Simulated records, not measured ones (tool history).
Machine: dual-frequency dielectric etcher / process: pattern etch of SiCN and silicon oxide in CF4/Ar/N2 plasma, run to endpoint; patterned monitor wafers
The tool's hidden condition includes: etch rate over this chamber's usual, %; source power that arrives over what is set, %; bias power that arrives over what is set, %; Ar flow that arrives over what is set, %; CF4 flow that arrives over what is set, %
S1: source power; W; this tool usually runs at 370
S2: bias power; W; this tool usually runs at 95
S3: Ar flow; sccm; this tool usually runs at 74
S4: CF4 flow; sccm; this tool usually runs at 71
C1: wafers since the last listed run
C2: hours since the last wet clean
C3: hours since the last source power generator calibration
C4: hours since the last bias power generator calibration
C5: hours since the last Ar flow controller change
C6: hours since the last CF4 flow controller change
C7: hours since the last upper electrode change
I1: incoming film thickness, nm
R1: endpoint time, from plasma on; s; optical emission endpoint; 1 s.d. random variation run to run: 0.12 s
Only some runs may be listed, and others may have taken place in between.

run 1 hour=0 | S1=370 S2=95 S3=74 S4=71 | C1=0 C2=0.5 C3=3342.5 C4=2647.1 C5=1618 C6=2842.6 C7=3324.2 | I1=12.28 | R1=14.6
run 2 hour=0.3 | S1=370 S2=95 S3=74 S4=71 | C1=5 C2=0.8 C3=3342.8 C4=2647.4 C5=1618.3 C6=2842.9 C7=3324.5 | I1=12.16 | R1=14.6
run 3 hour=5.8 | S1=370 S2=95 S3=74 S4=71 | C1=103 C2=6.3 C3=3348.3 C4=2652.9 C5=1623.8 C6=2848.4 C7=3330 | I1=12.13 | R1=14.5
run 4 hour=16.2 | S1=370 S2=95 S3=74 S4=71 | C1=195 C2=16.7 C3=3358.7 C4=2663.3 C5=1634.2 C6=2858.8 C7=3340.4 | I1=12.32 | R1=14.8
run 5 hour=24.7 | S1=370 S2=95 S3=74 S4=71 | C1=160 C2=25.2 C3=3367.2 C4=2671.8 C5=1642.7 C6=2867.3 C7=3348.9 | I1=12.08 | R1=14.5
run 6 hour=38.8 | S1=370 S2=107 S3=74 S4=71 | C1=265 C2=39.3 C3=3381.3 C4=2685.9 C5=1656.8 C6=2881.4 C7=3363 | I1=12.09 | R1=13.6
-- hour=50.5 source power generator calibrated
-- hour=71.3 wet clean of the chamber, repeated, since the last time left the tool worse
-- hour=74.4 Ar flow controller replaced
run 7 hour=74.9 | S1=330 S2=79 S3=85 S4=71 | C1=155 C2=3.6 C3=24.4 C4=2722 C5=0.5 C6=2917.5 C7=3399.1 | I1=12.19 | R1=19.2
run 8 hour=75.2 | S1=370 S2=81 S3=74 S4=71 | C1=5 C2=3.9 C3=24.7 C4=2722.3 C5=0.8 C6=2917.8 C7=3399.4 | I1=12.23 | R1=16.7
-- hour=96.3 CF4 flow controller replaced
-- hour=107.1 bias power generator calibrated
run 9 hour=107.6 | S1=370 S2=95 S3=74 S4=71 | C1=421 C2=36.3 C3=57.1 C4=0.5 C5=33.2 C6=11.3 C7=3431.8 | I1=12.17 | R1=15.3
run 10 hour=124.7 | S1=370 S2=95 S3=59 S4=65 | C1=322 C2=53.4 C3=74.2 C4=17.6 C5=50.3 C6=28.4 C7=3448.9 | I1=12.07 | R1=14.5
-- hour=155.9 upper electrode replaced
run 11 hour=156.4 | S1=330 S2=79 S3=85 S4=71 | C1=145 C2=85.1 C3=105.9 C4=49.3 C5=82 C6=60.1 C7=0.5 | I1=12.08 | R1=19.3
run 12 hour=156.7 | S1=370 S2=73 S3=65 S4=59 | C1=5 C2=85.4 C3=106.2 C4=49.6 C5=82.3 C6=60.4 C7=0.8 | I1=12.19 | R1=17
run 13 hour=157 | S1=280 S2=95 S3=74 S4=54 | C1=5 C2=85.7 C3=106.5 C4=49.9 C5=82.6 C6=60.7 C7=1.1 | I1=12.07 | R1=21.2
run 14 hour=161.9 | S1=370 S2=95 S3=74 S4=71 | C1=92 C2=90.6 C3=111.4 C4=54.8 C5=87.5 C6=65.6 C7=6 | I1=12.22 | R1=15.5
run 15 hour=168 | S1=370 S2=95 S3=74 S4=71 | C1=114 C2=96.7 C3=117.5 C4=60.9 C5=93.6 C6=71.7 C7=12.1 | I1=12.32 | R1=15.5
run 16 hour=177.3 | S1=370 S2=82 S3=66 S4=88 | C1=175 C2=106 C3=126.8 C4=70.2 C5=102.9 C6=81 C7=21.4 | I1=12.12 | R1=15.6
run 17 hour=190.9 | S1=300 S2=95 S3=74 S4=64 | C1=256 C2=119.6 C3=140.4 C4=83.8 C5=116.5 C6=94.6 C7=35 | I1=12.05 | R1=19.3
run 18 hour=200.3 | S1=420 S2=83 S3=74 S4=71 | C1=177 C2=129 C3=149.8 C4=93.2 C5=125.9 C6=104 C7=44.4 | I1=12.16 | R1=14.1
run 19 hour=210.1 | S1=330 S2=107 S3=66 S4=71 | C1=184 C2=138.8 C3=159.6 C4=103 C5=135.7 C6=113.8 C7=54.2 | I1=12.26 | R1=16.4
run 20 hour=221.4 | S1=440 S2=95 S3=74 S4=80 | C1=212 C2=150.1 C3=170.9 C4=114.3 C5=147 C6=125.1 C7=65.5 | I1=12.06 | R1=12.4
run 21 hour=228.7 | S1=370 S2=95 S3=74 S4=71 | C1=137 C2=157.4 C3=178.2 C4=121.6 C5=154.3 C6=132.4 C7=72.8 | I1=12.08 | R1=15
run 22 hour=238.4 | S1=370 S2=95 S3=74 S4=71 | C1=182 C2=167.1 C3=187.9 C4=131.3 C5=164 C6=142.1 C7=82.5 | I1=12.18 | R1=15.3
run 23 hour=245.7 | S1=370 S2=116 S3=74 S4=66 | C1=137 C2=174.4 C3=195.2 C4=138.6 C5=171.3 C6=149.4 C7=89.8 | I1=12.27 | R1=14.4
run 24 hour=265.4 | S1=370 S2=88 S3=74 S4=82 | C1=371 C2=194.1 C3=214.9 C4=158.3 C5=191 C6=169.1 C7=109.5 | I1=12.2 | R1=15.5
run 25 hour=281.8 | S1=370 S2=95 S3=74 S4=71 | C1=308 C2=210.5 C3=231.3 C4=174.7 C5=207.4 C6=185.5 C7=125.9 | I1=12.17 | R1=15.3

The tool's hidden state at each run:
source power that arrives over what is set, %: 0, the same for each run
bias power that arrives over what is set, %: 0, the same for each run
Ar flow that arrives over what is set, %: 0, the same for each run
CF4 flow that arrives over what is set, %: 0, the same for each run
H1: etch rate over this chamber's usual, %
run=1 H1=6.22
run=2 H1=6.22
run=3 H1=6.28
run=4 H1=6.38
run=5 H1=6.46
run=6 H1=6.6
run=7 H1=-0.138
run=8 H1=-0.135
run=9 H1=0.18
run=10 H1=0.347
run=11 H1=0.655
run=12 H1=0.658
run=13 H1=0.661
run=14 H1=0.708
run=15 H1=0.768
run=16 H1=0.858
run=17 H1=0.99
run=18 H1=1.08
run=19 H1=1.18
run=20 H1=1.29
run=21 H1=1.36
run=22 H1=1.45
run=23 H1=1.52
run=24 H1=1.71
run=25 H1=1.87

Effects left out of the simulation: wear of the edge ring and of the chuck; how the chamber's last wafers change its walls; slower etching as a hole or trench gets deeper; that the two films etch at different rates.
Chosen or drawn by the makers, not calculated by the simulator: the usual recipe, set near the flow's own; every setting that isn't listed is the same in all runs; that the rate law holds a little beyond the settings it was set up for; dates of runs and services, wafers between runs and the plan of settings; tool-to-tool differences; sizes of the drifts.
